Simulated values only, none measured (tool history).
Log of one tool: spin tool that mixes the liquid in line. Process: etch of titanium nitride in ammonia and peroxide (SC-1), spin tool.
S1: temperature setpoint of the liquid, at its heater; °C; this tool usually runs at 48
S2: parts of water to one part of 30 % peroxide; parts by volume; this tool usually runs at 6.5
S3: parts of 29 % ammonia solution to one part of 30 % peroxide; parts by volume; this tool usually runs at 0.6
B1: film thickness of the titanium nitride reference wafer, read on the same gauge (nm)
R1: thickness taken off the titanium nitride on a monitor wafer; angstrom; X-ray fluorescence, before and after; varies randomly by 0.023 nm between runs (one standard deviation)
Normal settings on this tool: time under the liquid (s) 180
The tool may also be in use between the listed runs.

{"run": 1, "hour": 0.0, "S1": 48, "S2": 6.5, "S3": 0.6, "time under the liquid (s)": 180, "B1": 89.96, "R1": 63.4}
{"run": 2, "hour": 18.8, "S1": 44.5, "S2": 5, "S3": 0.75, "time under the liquid (s)": 180, "B1": 89.98, "R1": 57.2}
{"hour": 31.4, "done": "gauge calibrated"}
{"run": 3, "hour": 37.2, "S1": 39, "S2": 8, "S3": 0.85, "time under the liquid (s)": 235, "B1": 90, "R1": 40.9}
{"hour": 67.0, "done": "heated supply line repaired"}
{"run": 4, "hour": 87.5, "S1": 48, "S2": 6.5, "S3": 0.6, "time under the liquid (s)": 180, "B1": 90, "R1": 64.3}
{"run": 5, "hour": 114.3, "S1": 48, "S2": 9, "S3": 0.6, "time under the liquid (s)": 180, "B1": 89.96, "R1": 54.4}
{"hour": 134.0, "done": "ammonia flow meter replaced"}
{"run": 6, "hour": 134.5, "S1": 48, "S2": 6.5, "S3": 0.6, "time under the liquid (s)": 180, "B1": 89.99, "R1": 63.8}
{"run": 7, "hour": 156.7, "S1": 54.5, "S2": 9, "S3": 0.85, "time under the liquid (s)": 135, "B1": 89.99, "R1": 67.6}
{"run": 8, "hour": 169.0, "S1": 48, "S2": 6.5, "S3": 0.6, "time under the liquid (s)": 180, "B1": 89.99, "R1": 64.1}
{"run": 9, "hour": 186.4, "S1": 48, "S2": 6.5, "S3": 0.6, "time under the liquid (s)": 180, "B1": 89.99, "R1": 63.8}
{"run": 10, "hour": 219.0, "S1": 48, "S2": 6.5, "S3": 0.6, "time under the liquid (s)": 180, "B1": 90.02, "R1": 63.6}
{"hour": 225.8, "done": "thermometer replaced"}
{"run": 11, "hour": 236.6, "S1": 41.5, "S2": 6.5, "S3": 0.6, "time under the liquid (s)": 180, "B1": 89.98, "R1": 40}
{"run": 12, "hour": 270.5, "S1": 56.5, "S2": 9, "S3": 0.6, "time under the liquid (s)": 180, "B1": 90, "R1": 97}
{"run": 13, "hour": 292.9, "S1": 48, "S2": 8, "S3": 0.6, "time under the liquid (s)": 240, "B1": 90.02, "R1": 75.6}
{"hour": 319.9, "done": "new drum of ammonia solution connected"}
{"run": 14, "hour": 323.2, "S1": 48, "S2": 8.5, "S3": 0.6, "time under the liquid (s)": 115, "B1": 90.03, "R1": 35.9}
{"run": 15, "hour": 337.0, "S1": 55.5, "S2": 7.5, "S3": 0.45, "time under the liquid (s)": 180, "B1": 90, "R1": 96.2}
{"run": 16, "hour": 356.6, "S1": 48, "S2": 6.5, "S3": 0.6, "time under the liquid (s)": 90, "B1": 90, "R1": 32.1}
{"run": 17, "hour": 370.6, "S1": 48, "S2": 6.5, "S3": 0.6, "time under the liquid (s)": 180, "B1": 90.01, "R1": 64.3}
{"run": 18, "hour": 393.1, "S1": 50.5, "S2": 7.5, "S3": 0.8, "time under the liquid (s)": 220, "B1": 89.99, "R1": 91}
{"run": 19, "hour": 416.2, "S1": 48, "S2": 6.5, "S3": 0.6, "time under the liquid (s)": 180, "B1": 90, "R1": 64.2}
{"run": 20, "hour": 432.5, "S1": 39, "S2": 6.5, "S3": 0.45, "time under the liquid (s)": 105, "B1": 90, "R1": 18.5}
{"run": 21, "hour": 465.8, "S1": 48, "S2": 7.5, "S3": 0.6, "time under the liquid (s)": 180, "B1": 90.02, "R1": 59.5}
{"run": 22, "hour": 487.1, "S1": 48, "S2": 6.5, "S3": 0.35, "time under the liquid (s)": 180, "B1": 90, "R1": 58}
{"run": 23, "hour": 504.7, "S1": 48, "S2": 6.5, "S3": 0.3, "time under the liquid (s)": 180, "B1": 90.02, "R1": 56.3}

Consider 5 possible next runs. They are alternatives, not a sequence: every one starts from the tool as it was left by run 23. What does each give?
{"run": "A", "hour": 505.2, "S1": 48, "S2": 6.5, "S3": 0.6, "time under the liquid (s)": 180, "B1": "?", "R1": "?"}
{"run": "B", "hour": 505.2, "S1": 45, "S2": 9, "S3": 0.6, "time under the liquid (s)": 180, "B1": "?", "R1": "?"}
{"run": "C", "hour": 505.2, "S1": 48, "S2": 6.5, "S3": 0.6, "time under the liquid (s)": 80, "B1": "?", "R1": "?"}
{"run": "D", "hour": 505.2, "S1": 39, "S2": 5, "S3": 0.3, "time under the liquid (s)": 150, "B1": "?", "R1": "?"}
{"run": "E", "hour": 505.2, "S1": 48, "S2": 8.5, "S3": 0.6, "time under the liquid (s)": 245, "B1": "?", "R1": "?"}

run=A B1=90 R1=63.2
run=B B1=90 R1=43.4
run=C B1=90 R1=28.1
run=D B1=90 R1=27.7
run=E B1=90 R1=75.3
What these runs would have given with no unlogged condition in the tool:
run=A R1=64.5
run=B R1=44.3
run=C R1=28.7
run=D R1=28.3
run=E R1=76.9

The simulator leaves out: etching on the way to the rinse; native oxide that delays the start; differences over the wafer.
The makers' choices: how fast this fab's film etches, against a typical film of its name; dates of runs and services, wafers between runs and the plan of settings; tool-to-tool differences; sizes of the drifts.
